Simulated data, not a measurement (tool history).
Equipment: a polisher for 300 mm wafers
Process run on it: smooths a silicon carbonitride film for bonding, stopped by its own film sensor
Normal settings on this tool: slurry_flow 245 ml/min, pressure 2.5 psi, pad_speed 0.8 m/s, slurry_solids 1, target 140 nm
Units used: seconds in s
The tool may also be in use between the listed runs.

run    hour  slurry_flow  pressure  pad_speed  slurry_solids  target  wafers since the last listed run  wafers polished on this pad  hours since the slurry nozzle was cleaned  hours since the head pressure was calibrated  hours since the slurry blender was calibrated  incoming thickness of the incoming film, nm  seconds
  1       0          245       2.5        0.8              1     140                                 0                         2464                                       70.7                                         277.7                                          393.5                                        157.1     82.2
       19.9  -- slurry blender recalibrated
       39.3  -- worn pad replaced by a new one
  2    68.7          245       2.5        0.8              1     140                               567                          265                                      139.4                                         346.4                                           48.8                                        158.3     90.3
  3   136.2          245       2.5        0.8              1     140                               610                          876                                      206.9                                         413.9                                          116.3                                        160.5    101.6
  4   239.5          245       2.5        0.8              1     140                               934                         1811                                      310.2                                         517.2                                          219.6                                          159     93.7
      267.2  -- slurry nozzle cleaned
  5     313          245       2.5       0.98              1     140                               655                         2467                                       45.8                                         590.7                                          293.1                                        162.2     90.2
      361.1  -- worn pad replaced by a new one
      367.2  -- slurry blender recalibrated
  6   419.3          245       2.5       0.98              1     140                               907                          508                                      152.1                                           697                                           52.1                                        160.4     84.8
  7     514          245         3        0.8              1     140                               856                         1364                                      246.8                                         791.7                                          146.8                                        159.7     81.7
  8   570.7          245         3        0.8              1     140                               513                         1877                                      303.5                                         848.4                                          203.5                                        162.2     92.9
      586.7  -- slurry nozzle cleaned
  9   665.1          245       2.2        0.8              1     140                               845                         2722                                       78.4                                         942.8                                          297.9                                        159.4    106.2
      670.7  -- worn pad replaced by a new one
 10   725.5          245       2.2        0.8              1     140                               510                          495                                      138.8                                        1003.2                                          358.3                                        158.6    104.2
 11   777.9          210       1.8        0.8              1     140                               474                          970                                      191.2                                        1055.6                                          410.7                                        161.4    148.2
      792.3  -- slurry blender recalibrated
 12   878.6          245       2.5        0.8              1     140                               893                         1863                                      291.9                                        1156.3                                           86.3                                        159.8     98.8
      915.8  -- slurry nozzle cleaned
 13   928.3          245         3       0.88              1     140                               440                         2303                                       12.5                                          1206                                            136                                        156.8     62.3
      959.5  -- head pressure recalibrated
 14   994.5          245       2.5       0.88              1     140                               580                         2884                                       78.7                                            35                                          202.2                                        161.4     96.4
     1025.9  -- worn pad replaced by a new one
 15  1053.8          245       2.5        0.8              1     140                               500                          252                                        138                                          94.3                                          261.5                                        161.2    101.6
 16  1098.7          245       2.5        0.7              1     140                               406                          658                                      182.9                                         139.2                                          306.4                                        161.4    117.3
     1140.8  -- slurry blender recalibrated
 17    1198          315       2.5        0.8              1     140                               880                         1539                                      282.2                                         238.5                                           57.2                                        159.4     92.3
     1220.9  -- slurry nozzle cleaned
 18  1260.2          245       2.5        0.8              1     140                               553                         2092                                       39.3                                         300.7                                          119.4                                        159.6     93.9
       1344  -- worn pad replaced by a new one
 19  1355.1          245       2.2       0.62            0.8     138                               822                          100                                      134.2                                         395.6                                          214.3                                        161.3    170.1
 20  1444.9          245       1.9        0.8            0.8     135                               812                          913                                        224                                         485.4                                          304.1                                        160.9    176.9
       1491  -- slurry nozzle cleaned
     1497.1  -- slurry blender recalibrated
 21  1551.6          310       2.5        0.8              1     140                               938                         1851                                       60.6                                         592.1                                           54.5                                        160.7     97.5

Hidden condition of the tool, last listed run before each entry between runs versus first listed run after:
Between runs 1 and 2: slurry blender recalibrated (hour 19.9); worn pad replaced by a new one (hour 39.3)
  slurry flow missing at the pad, %: 23.5 -> 33.8
  difference, measured minus the result without the unlogged condition, seconds: +2 -> +3.6 s
Between runs 4 and 5: slurry nozzle cleaned (hour 267.2)
  slurry flow missing at the pad, %: 42.7 -> 15.6
  difference, measured minus the result without the unlogged condition, seconds: +5.2 -> +1.4 s
Between runs 5 and 6: worn pad replaced by a new one (hour 361.1); slurry blender recalibrated (hour 367.2)
  slurry flow missing at the pad, %: 15.6 -> 32.9
  difference, measured minus the result without the unlogged condition, seconds: +1.4 -> +3.2 s
Between runs 8 and 9: slurry nozzle cleaned (hour 586.7)
  slurry flow missing at the pad, %: 40.4 -> 23.3
  difference, measured minus the result without the unlogged condition, seconds: +4.7 -> +2.6 s
Between runs 9 and 10: worn pad replaced by a new one (hour 670.7)
  slurry flow missing at the pad, %: 23.3 -> 32
  difference, measured minus the result without the unlogged condition, seconds: +2.6 -> +3.8 s
Between runs 11 and 12: slurry blender recalibrated (hour 792.3)
  slurry flow missing at the pad, %: 36.4 -> 40.5
  difference, measured minus the result without the unlogged condition, seconds: +7.2 -> +5 s
Between runs 12 and 13: slurry nozzle cleaned (hour 915.8)
  slurry flow missing at the pad, %: 40.5 -> 7.66
  difference, measured minus the result without the unlogged condition, seconds: +5 -> +0.4 s
Between runs 13 and 14: head pressure recalibrated (hour 959.5)
  slurry flow missing at the pad, %: 7.66 -> 25.3
  difference, measured minus the result without the unlogged condition, seconds: +0.4 -> +2.6 s
Between runs 14 and 15: worn pad replaced by a new one (hour 1025.9)
  slurry flow missing at the pad, %: 25.3 -> 33.9
  difference, measured minus the result without the unlogged condition, seconds: +2.6 -> +4.1 s
Between runs 16 and 17: slurry blender recalibrated (hour 1140.8)
  slurry flow missing at the pad, %: 37.8 -> 42.2
  difference, measured minus the result without the unlogged condition, seconds: +5.4 -> +4.1 s
Between runs 17 and 18: slurry nozzle cleaned (hour 1220.9)
  slurry flow missing at the pad, %: 42.2 -> 13.9
  difference, measured minus the result without the unlogged condition, seconds: +4.1 -> +1.3 s
Between runs 18 and 19: worn pad replaced by a new one (hour 1344)
  slurry flow missing at the pad, %: 13.9 -> 31.2
  difference, measured minus the result without the unlogged condition, seconds: +1.3 -> +6.1 s
Between runs 20 and 21: slurry nozzle cleaned (hour 1491); slurry blender recalibrated (hour 1497.1)
  slurry flow missing at the pad, %: 37.9 -> 19.1
  difference, measured minus the result without the unlogged condition, seconds: +8.1 -> +1.6 s
